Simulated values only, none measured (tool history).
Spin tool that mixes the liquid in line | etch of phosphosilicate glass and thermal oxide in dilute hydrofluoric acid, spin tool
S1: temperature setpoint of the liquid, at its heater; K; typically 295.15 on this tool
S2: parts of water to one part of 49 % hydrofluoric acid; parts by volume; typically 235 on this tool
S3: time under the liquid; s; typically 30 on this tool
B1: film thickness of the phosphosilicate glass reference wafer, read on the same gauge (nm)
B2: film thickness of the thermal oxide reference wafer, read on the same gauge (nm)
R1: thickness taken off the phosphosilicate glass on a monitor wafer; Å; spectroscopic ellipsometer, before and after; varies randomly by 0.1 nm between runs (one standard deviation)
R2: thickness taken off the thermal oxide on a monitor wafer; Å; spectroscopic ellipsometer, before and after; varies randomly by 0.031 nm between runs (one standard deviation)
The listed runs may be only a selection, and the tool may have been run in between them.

run 1 hour=0.0 | S1=295.15 S2=235 S3=30 | B1=30.00 B2=150.005 | R1=150.0 R2=4.30
run 2 hour=104.1 | S1=295.15 S2=235 S3=30 | B1=30.00 B2=149.999 | R1=148.8 R2=4.18
run 3 hour=201.1 | S1=295.15 S2=235 S3=30 | B1=29.99 B2=150.028 | R1=149.6 R2=4.89
run 4 hour=258.2 | S1=298.15 S2=235 S3=30 | B1=29.99 B2=149.978 | R1=164.9 R2=4.84
run 5 hour=307.0 | S1=298.15 S2=235 S3=30 | B1=30.02 B2=149.998 | R1=165.6 R2=5.24
run 6 hour=359.2 | S1=298.15 S2=235 S3=30 | B1=30.01 B2=149.993 | R1=164.9 R2=4.66
run 7 hour=452.0 | S1=298.65 S2=235 S3=30 | B1=30.01 B2=150.007 | R1=168.0 R2=5.04
run 8 hour=504.2 | S1=298.65 S2=235 S3=30 | B1=30.01 B2=149.985 | R1=166.3 R2=5.11
run 9 hour=547.3 | S1=298.65 S2=235 S3=30 | B1=29.99 B2=150.004 | R1=167.1 R2=4.40
run 10 hour=584.4 | S1=290.15 S2=235 S3=15 | B1=30.01 B2=149.983 | R1=59.1 R2=1.76
run 11 hour=684.1 | S1=295.15 S2=235 S3=30 | B1=30.00 B2=149.997 | R1=145.4 R2=4.25
run 12 hour=821.0 | S1=295.15 S2=185 S3=15 | B1=30.01 B2=150.002 | R1=97.0 R2=2.69
-- hour=851.1 gauge calibrated
run 13 hour=860.6 | S1=295.15 S2=185 S3=35 | B1=29.99 B2=150.002 | R1=223.6 R2=6.31
run 14 hour=907.2 | S1=295.15 S2=315 S3=15 | B1=29.97 B2=149.982 | R1=50.2 R2=1.44
-- hour=928.9 hydrofluoric acid flow meter replaced
-- hour=962.8 thermometer replaced
run 15 hour=987.0 | S1=295.15 S2=145 S3=30 | B1=30.01 B2=150.020 | R1=287.7 R2=7.80
run 16 hour=1026.7 | S1=296.65 S2=335 S3=40 | B1=30.00 B2=150.007 | R1=144.3 R2=3.94
run 17 hour=1099.5 | S1=295.15 S2=235 S3=20 | B1=30.01 B2=149.970 | R1=108.7 R2=3.64
run 18 hour=1206.8 | S1=295.15 S2=235 S3=30 | B1=29.99 B2=150.029 | R1=159.9 R2=4.95
run 19 hour=1255.5 | S1=298.15 S2=235 S3=30 | B1=29.99 B2=149.958 | R1=179.4 R2=5.03

4 options for the next run, each taken on its own from the tool as it stands now. Forecast them:
run A hour=1255.9 | S1=290.65 S2=235 S3=30 | B1=? B2=? | R1=? R2=?
run B hour=1255.9 | S1=291.65 S2=235 S3=15 | B1=? B2=? | R1=? R2=?
run C hour=1255.9 | S1=295.15 S2=140 S3=45 | B1=? B2=? | R1=? R2=?
run D hour=1255.9 | S1=297.15 S2=200 S3=15 | B1=? B2=? | R1=? R2=?

run=A B1=30.00 B2=149.994 R1=135.6 R2=3.98
run=B B1=30.00 B2=149.994 R1=70.5 R2=2.07
run=C B1=30.00 B2=149.994 R1=447.4 R2=13.13
run=D B1=30.00 B2=149.994 R1=105.6 R2=3.10
With no hidden state in the tool, these same runs would have given:
run=A R1=137.1 R2=4.03
run=B R1=71.3 R2=2.09
run=C R1=452.3 R2=13.28
run=D R1=106.7 R2=3.13
